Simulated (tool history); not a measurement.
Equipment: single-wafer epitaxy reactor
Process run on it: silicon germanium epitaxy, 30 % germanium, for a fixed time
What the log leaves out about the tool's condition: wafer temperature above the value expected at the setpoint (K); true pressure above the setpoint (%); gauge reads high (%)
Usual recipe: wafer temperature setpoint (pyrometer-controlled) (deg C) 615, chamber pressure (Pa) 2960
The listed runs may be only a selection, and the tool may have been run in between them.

run,hour,wafer temperature setpoint (pyrometer-controlled) (deg C),chamber pressure (Pa),wafers since the last listed run,hours since the last pyrometer calibration,hours since the last manometer calibration,hours since the showerhead was replaced,hours since the gauge calibration,"read-back reference wafer on the same gauge, thickness_nm",mean film thickness on the monitor wafer (angstrom)
1,0,615,3426,0,730.4,358.8,5586.6,822.8,87.261,804.8
2,62,615,2960,1124,792.4,420.8,5648.6,884.8,87.19,761.2
3,90.5,615,2960,516,820.9,449.3,5677.1,913.3,87.238,758.73
4,157,615,2960,1206,887.4,515.8,5743.6,979.8,87.122,759.74
5,214.2,615,2960,1037,944.6,573,5800.8,1037,86.982,758.47
6,264.6,615,2960,914,995,623.4,5851.2,1087.4,87,759.11
7,335.7,605,2613,1289,1066.1,694.5,5922.3,1158.5,86.944,587.08
8,400.5,605,2613,1175,1130.9,759.3,5987.1,1223.3,86.867,586.08
9,467.2,605,2613,1209,1197.6,826,6053.8,1290,86.748,589.36
10,513.1,615,2960,832,1243.5,871.9,6099.7,1335.9,86.654,752.43
# hour 514.5: gauge calibrated
11,573.8,615,2960,1101,1304.2,932.6,6160.4,59.3,87.693,763.78
12,636.5,627,2960,1137,1366.9,995.3,6223.1,122,87.756,966.8
13,666.2,627,2960,538,1396.6,1025,6252.8,151.7,87.7,971.75
14,698.5,615,2960,585,1428.9,1057.3,6285.1,184,87.681,765.07
15,745,615,2960,843,1475.4,1103.8,6331.6,230.5,87.68,763.89
16,771.4,619,2360,478,1501.8,1130.2,6358,256.9,87.723,755.19
17,822.3,615,2960,923,1552.7,1181.1,6408.9,307.8,87.785,762.06
# hour 863.4: capacitance manometer re-zeroed and calibrated
18,868.1,607,2613,685,1598.5,4.7,6454.7,353.6,87.639,614.34
# hour 881.3: showerhead replaced
# hour 889.1: pyrometer calibrated
19,1079.8,615,2493,3554,190.7,216.4,198.5,565.3,87.634,712.63
20,1134.1,615,2960,984,245,270.7,252.8,619.6,87.547,761.69
21,1165.1,601,3533,562,276,301.7,283.8,650.6,87.631,614.38
22,1207.7,615,2960,772,318.6,344.3,326.4,693.2,87.555,760.05
23,1263.8,604,2960,1017,374.7,400.4,382.5,749.3,87.407,609.64
24,1333.5,629,3493,1264,444.4,470.1,452.2,819,87.327,1073.17
25,1384.9,607,3466,932,495.8,521.5,503.6,870.4,87.351,687.88
26,1410.5,606,2720,464,521.4,547.1,529.2,896,87.379,610.69

Forecast each of these 4 alternatives for the next run:
A,1410.9,615,2693,7,521.8,547.5,529.6,896.4,?,?
B,1410.9,619,2960,7,521.8,547.5,529.6,896.4,?,?
C,1410.9,601,3493,7,521.8,547.5,529.6,896.4,?,?
D,1410.9,608,2960,7,521.8,547.5,529.6,896.4,?,?

run,"read-back reference wafer on the same gauge, thickness_nm",mean film thickness on the monitor wafer (angstrom)
A,87.273,733.93
B,87.273,825.7
C,87.273,611.19
D,87.273,661.15
Without the tool's unlogged condition, the same runs would have read:
run,mean film thickness on the monitor wafer (angstrom)
A,736.25
B,828.3
C,613.12
D,663.23
